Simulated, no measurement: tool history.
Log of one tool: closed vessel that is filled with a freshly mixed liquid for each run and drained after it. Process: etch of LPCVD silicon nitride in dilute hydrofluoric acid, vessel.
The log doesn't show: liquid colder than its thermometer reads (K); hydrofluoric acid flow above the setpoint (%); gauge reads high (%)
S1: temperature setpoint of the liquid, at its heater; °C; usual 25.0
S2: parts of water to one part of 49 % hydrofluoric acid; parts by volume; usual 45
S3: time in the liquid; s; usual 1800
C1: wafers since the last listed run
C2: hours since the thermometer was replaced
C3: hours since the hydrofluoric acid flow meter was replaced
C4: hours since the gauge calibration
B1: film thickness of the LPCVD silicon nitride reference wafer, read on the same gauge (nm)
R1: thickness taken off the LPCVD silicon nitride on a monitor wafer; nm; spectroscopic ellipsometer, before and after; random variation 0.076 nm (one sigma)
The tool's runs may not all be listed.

run    day    S1  S2    S3    C1      C2      C3     C4     B1     R1
  1  0.000  25.0  45  1800     0  1549.7  1916.0  271.8  49.99  19.71
  2  0.267  25.0  45  1800   247  1556.1  1922.4  278.2  50.01  19.73
  3  1.662  25.0  45  1800  1293  1589.6  1955.9  311.7  50.00  19.82
  4  2.179  25.0  50  1800   478  1602.0  1968.3  324.1  50.00  17.89
  5  2.912  26.5  45  1800   679  1619.6  1985.9  341.7  50.01  21.85
  6  3.171  26.5  45  1800   239  1625.8  1992.1  347.9  49.99  21.96
  7  3.858  23.0  35  1800   637  1642.3  2008.6  364.4  49.98  21.76
     4.054  -- gauge calibrated
  8  4.321  25.0  45  1800   428  1653.4  2019.7    6.4  50.02  19.73
  9  4.967  25.0  45  1800   598  1668.9  2035.2   21.9  49.99  19.57
 10  5.346  25.0  45  1800   351  1678.0  2044.3   31.0  50.00  19.78
 11  5.988  25.0  60  1800   594  1693.4  2059.7   46.4  49.99  14.94
     6.483  -- hydrofluoric acid flow meter replaced
 12  6.604  25.0  60  1800   532  1708.2     2.9   61.2  50.00  12.98

The next listed run, before its measurement:
 13  7.179  25.0  55  785  532  1722.0  16.7  75.0   ?   ?

B1: 49.98
R1: 6.12 nm
Without the tool's hidden state the same run would have given R1 7.28 nm.

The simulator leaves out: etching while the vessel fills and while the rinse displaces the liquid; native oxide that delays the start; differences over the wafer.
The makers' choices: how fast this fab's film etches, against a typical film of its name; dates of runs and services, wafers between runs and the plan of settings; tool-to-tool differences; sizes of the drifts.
